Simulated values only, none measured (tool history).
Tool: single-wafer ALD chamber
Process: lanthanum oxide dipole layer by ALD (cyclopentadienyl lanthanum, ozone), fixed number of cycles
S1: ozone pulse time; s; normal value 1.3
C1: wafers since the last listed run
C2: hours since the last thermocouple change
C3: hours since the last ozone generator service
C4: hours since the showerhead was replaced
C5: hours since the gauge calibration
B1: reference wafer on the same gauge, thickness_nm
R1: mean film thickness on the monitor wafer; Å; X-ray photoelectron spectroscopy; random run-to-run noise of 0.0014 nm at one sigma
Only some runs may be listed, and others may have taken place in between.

run 1 day=0 | S1=1.15 | C1=0 C2=960.8 C3=131.1 C4=5826 C5=233.4 | B1=0.457 | R1=5.02
run 2 day=1.788 | S1=1.15 | C1=442 C2=1003.7 C3=174 C4=5868.9 C5=276.3 | B1=0.457 | R1=4.99
run 3 day=4.071 | S1=1.3 | C1=565 C2=1058.5 C3=228.8 C4=5923.7 C5=331.1 | B1=0.457 | R1=5.15
run 4 day=8.358 | S1=1.3 | C1=1062 C2=1161.4 C3=331.7 C4=6026.6 C5=434 | B1=0.457 | R1=5.16
run 5 day=12.138 | S1=1.3 | C1=936 C2=1252.1 C3=422.4 C4=6117.3 C5=524.7 | B1=0.457 | R1=5.15
run 6 day=16.588 | S1=1.04 | C1=1102 C2=1358.9 C3=529.2 C4=6224.1 C5=631.5 | B1=0.457 | R1=4.68
run 7 day=20.983 | S1=1.14 | C1=1089 C2=1464.4 C3=634.7 C4=6329.6 C5=737 | B1=0.457 | R1=4.9
run 8 day=22.542 | S1=1.14 | C1=386 C2=1501.8 C3=672.1 C4=6367 C5=774.4 | B1=0.457 | R1=4.86
run 9 day=25.375 | S1=1.3 | C1=701 C2=1569.8 C3=740.1 C4=6435 C5=842.4 | B1=0.457 | R1=5.09
run 10 day=27.221 | S1=1.3 | C1=457 C2=1614.1 C3=784.4 C4=6479.3 C5=886.7 | B1=0.457 | R1=5.11
run 11 day=31.646 | S1=1.3 | C1=1096 C2=1720.3 C3=890.6 C4=6585.5 C5=992.9 | B1=0.457 | R1=5.08
-- day=32.596 showerhead replaced
run 12 day=34.488 | S1=1.75 | C1=621 C2=1788.5 C3=958.8 C4=45.4 C5=1061.1 | B1=0.457 | R1=5.4
run 13 day=38.4 | S1=1.06 | C1=969 C2=1882.4 C3=1052.7 C4=139.3 C5=1155 | B1=0.457 | R1=4.7
run 14 day=42.108 | S1=1.73 | C1=918 C2=1971.4 C3=1141.7 C4=228.3 C5=1244 | B1=0.457 | R1=5.42
-- day=44.292 thermocouple changed; heater temperature recalibrated
run 15 day=46.008 | S1=1.14 | C1=883 C2=41.2 C3=1235.3 C4=321.9 C5=1337.6 | B1=0.457 | R1=4.83
run 16 day=47.758 | S1=0.97 | C1=433 C2=83.2 C3=1277.3 C4=363.9 C5=1379.6 | B1=0.457 | R1=4.48
-- day=49.475 ozone generator serviced
run 17 day=51.942 | S1=1.64 | C1=953 C2=183.6 C3=59.2 C4=464.3 C5=1480 | B1=0.457 | R1=5.26
-- day=52.812 gauge calibrated
run 18 day=54.479 | S1=1.57 | C1=628 C2=244.5 C3=120.1 C4=525.2 C5=40 | B1=0.457 | R1=5.19
run 19 day=57.129 | S1=1.3 | C1=656 C2=308.1 C3=183.7 C4=588.8 C5=103.6 | B1=0.457 | R1=4.84
run 20 day=61.342 | S1=1.3 | C1=1043 C2=409.2 C3=284.8 C4=689.9 C5=204.7 | B1=0.457 | R1=4.8
run 21 day=65.55 | S1=1.11 | C1=1042 C2=510.2 C3=385.8 C4=790.9 C5=305.7 | B1=0.457 | R1=4.41
-- day=66.721 ozone generator serviced, repeated, since the last time left the tool worse
run 22 day=68.825 | S1=0.89 | C1=728 C2=588.8 C3=50.5 C4=869.5 C5=384.3 | B1=0.457 | R1=4.48
run 23 day=71 | S1=1.3 | C1=538 C2=641 C3=102.7 C4=921.7 C5=436.5 | B1=0.457 | R1=5.17

Forecast each of these 3 alternatives for the next run:
run A day=71.017 | S1=1.7 | C1=4 C2=641.4 C3=103.1 C4=922.1 C5=436.9 | B1=? | R1=?
run B day=71.017 | S1=1.44 | C1=4 C2=641.4 C3=103.1 C4=922.1 C5=436.9 | B1=? | R1=?
run C day=71.017 | S1=1.78 | C1=4 C2=641.4 C3=103.1 C4=922.1 C5=436.9 | B1=? | R1=?

run=A B1=0.457 R1=5.47
run=B B1=0.457 R1=5.32
run=C B1=0.457 R1=5.5
Had the tool no hidden state, the same runs would have come out as:
run=A R1=5.49
run=B R1=5.35
run=C R1=5.52
